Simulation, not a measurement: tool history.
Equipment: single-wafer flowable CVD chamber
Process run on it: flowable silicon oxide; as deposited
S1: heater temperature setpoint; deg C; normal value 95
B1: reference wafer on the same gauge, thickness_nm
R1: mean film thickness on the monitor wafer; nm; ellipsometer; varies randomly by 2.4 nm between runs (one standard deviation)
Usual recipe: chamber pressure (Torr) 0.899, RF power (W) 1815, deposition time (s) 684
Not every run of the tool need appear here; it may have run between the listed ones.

{"run": 1, "day": 0.0, "S1": 95, "chamber pressure (Torr)": 0.791, "RF power (W)": 1815, "deposition time (s)": 684, "B1": 498.357, "R1": 409.489}
{"run": 2, "day": 2.417, "S1": 95, "chamber pressure (Torr)": 0.899, "RF power (W)": 1815, "deposition time (s)": 684, "B1": 499.508, "R1": 465.552}
{"run": 3, "day": 4.517, "S1": 95, "chamber pressure (Torr)": 0.899, "RF power (W)": 1815, "deposition time (s)": 684, "B1": 499.582, "R1": 463.783}
{"run": 4, "day": 6.296, "S1": 95, "chamber pressure (Torr)": 0.899, "RF power (W)": 1815, "deposition time (s)": 580, "B1": 498.721, "R1": 395.56}
{"run": 5, "day": 8.767, "S1": 95, "chamber pressure (Torr)": 0.899, "RF power (W)": 1815, "deposition time (s)": 580, "B1": 499.142, "R1": 392.515}
{"run": 6, "day": 10.283, "S1": 95, "chamber pressure (Torr)": 0.899, "RF power (W)": 1815, "deposition time (s)": 580, "B1": 499.176, "R1": 396.208}
{"run": 7, "day": 12.171, "S1": 95, "chamber pressure (Torr)": 0.762, "RF power (W)": 1815, "deposition time (s)": 593, "B1": 499.352, "R1": 340.121}
{"run": 8, "day": 13.571, "S1": 95, "chamber pressure (Torr)": 0.899, "RF power (W)": 1815, "deposition time (s)": 684, "B1": 498.61, "R1": 464.75}
{"run": 9, "day": 16.183, "S1": 102, "chamber pressure (Torr)": 0.899, "RF power (W)": 1815, "deposition time (s)": 684, "B1": 499.041, "R1": 373.247}
{"run": 10, "day": 17.4, "S1": 95, "chamber pressure (Torr)": 1.09, "RF power (W)": 2045, "deposition time (s)": 684, "B1": 499.572, "R1": 573.731}
{"run": 11, "day": 19.579, "S1": 95, "chamber pressure (Torr)": 0.899, "RF power (W)": 1815, "deposition time (s)": 634, "B1": 499.16, "R1": 428.086}
{"day": 21.842, "done": "gauge calibrated"}
{"run": 12, "day": 22.167, "S1": 95, "chamber pressure (Torr)": 0.975, "RF power (W)": 2080, "deposition time (s)": 684, "B1": 499.025, "R1": 511.773}
{"run": 13, "day": 23.325, "S1": 95, "chamber pressure (Torr)": 0.899, "RF power (W)": 1815, "deposition time (s)": 684, "B1": 498.849, "R1": 462.537}
{"day": 25.0, "done": "thermocouple changed; heater temperature recalibrated"}
{"run": 14, "day": 25.021, "S1": 81, "chamber pressure (Torr)": 0.899, "RF power (W)": 2155, "deposition time (s)": 684, "B1": 498.955, "R1": 690.412}
{"run": 15, "day": 26.679, "S1": 95, "chamber pressure (Torr)": 0.899, "RF power (W)": 1815, "deposition time (s)": 684, "B1": 498.794, "R1": 443.762}
{"run": 16, "day": 27.804, "S1": 95, "chamber pressure (Torr)": 1.113, "RF power (W)": 1555, "deposition time (s)": 684, "B1": 498.833, "R1": 525.907}
{"run": 17, "day": 29.383, "S1": 95, "chamber pressure (Torr)": 1.006, "RF power (W)": 1815, "deposition time (s)": 600, "B1": 499.08, "R1": 430.136}
{"run": 18, "day": 32.117, "S1": 95, "chamber pressure (Torr)": 0.899, "RF power (W)": 1815, "deposition time (s)": 684, "B1": 499.007, "R1": 436.589}
{"run": 19, "day": 34.188, "S1": 109, "chamber pressure (Torr)": 0.899, "RF power (W)": 2165, "deposition time (s)": 684, "B1": 499.419, "R1": 303.736}
{"day": 35.029, "done": "showerhead replaced"}
{"run": 20, "day": 35.542, "S1": 95, "chamber pressure (Torr)": 0.899, "RF power (W)": 1815, "deposition time (s)": 569, "B1": 498.774, "R1": 362.465}
{"run": 21, "day": 39.367, "S1": 108, "chamber pressure (Torr)": 0.899, "RF power (W)": 1815, "deposition time (s)": 684, "B1": 498.871, "R1": 297.654}
{"run": 22, "day": 42.267, "S1": 95, "chamber pressure (Torr)": 0.899, "RF power (W)": 1815, "deposition time (s)": 684, "B1": 499.119, "R1": 428.855}
{"run": 23, "day": 44.35, "S1": 95, "chamber pressure (Torr)": 0.899, "RF power (W)": 1815, "deposition time (s)": 684, "B1": 499.217, "R1": 432.24}
{"run": 24, "day": 45.65, "S1": 101, "chamber pressure (Torr)": 0.712, "RF power (W)": 1695, "deposition time (s)": 684, "B1": 498.979, "R1": 277.405}
{"day": 47.596, "done": "thermocouple changed; heater temperature recalibrated, repeated, since the last time left the tool worse"}
{"run": 25, "day": 48.204, "S1": 85, "chamber pressure (Torr)": 0.97, "RF power (W)": 2155, "deposition time (s)": 684, "B1": 498.858, "R1": 722.402}
{"run": 26, "day": 50.958, "S1": 95, "chamber pressure (Torr)": 0.899, "RF power (W)": 1815, "deposition time (s)": 684, "B1": 498.962, "R1": 485.852}
{"run": 27, "day": 53.129, "S1": 95, "chamber pressure (Torr)": 0.899, "RF power (W)": 1815, "deposition time (s)": 684, "B1": 498.987, "R1": 482.704}
{"run": 28, "day": 55.35, "S1": 95, "chamber pressure (Torr)": 0.899, "RF power (W)": 1560, "deposition time (s)": 735, "B1": 498.695, "R1": 499.613}

Branching from run 28: 4 alternative next runs. What would each branch give?
{"run": "A", "day": 55.375, "S1": 95, "chamber pressure (Torr)": 0.899, "RF power (W)": 1815, "deposition time (s)": 684, "B1": "?", "R1": "?"}
{"run": "B", "day": 55.375, "S1": 95, "chamber pressure (Torr)": 1.014, "RF power (W)": 1815, "deposition time (s)": 684, "B1": "?", "R1": "?"}
{"run": "C", "day": 55.375, "S1": 95, "chamber pressure (Torr)": 1.095, "RF power (W)": 1815, "deposition time (s)": 765, "B1": "?", "R1": "?"}
{"run": "D", "day": 55.375, "S1": 80, "chamber pressure (Torr)": 0.899, "RF power (W)": 1910, "deposition time (s)": 684, "B1": "?", "R1": "?"}

run=A B1=499.617 R1=480.861
run=B B1=499.617 R1=542.589
run=C B1=499.617 R1=655.14
run=D B1=499.617 R1=738.804
What these runs would have given with no unlogged condition in the tool:
run=A R1=484.971
run=B R1=547.227
run=C R1=660.74
run=D R1=744.611
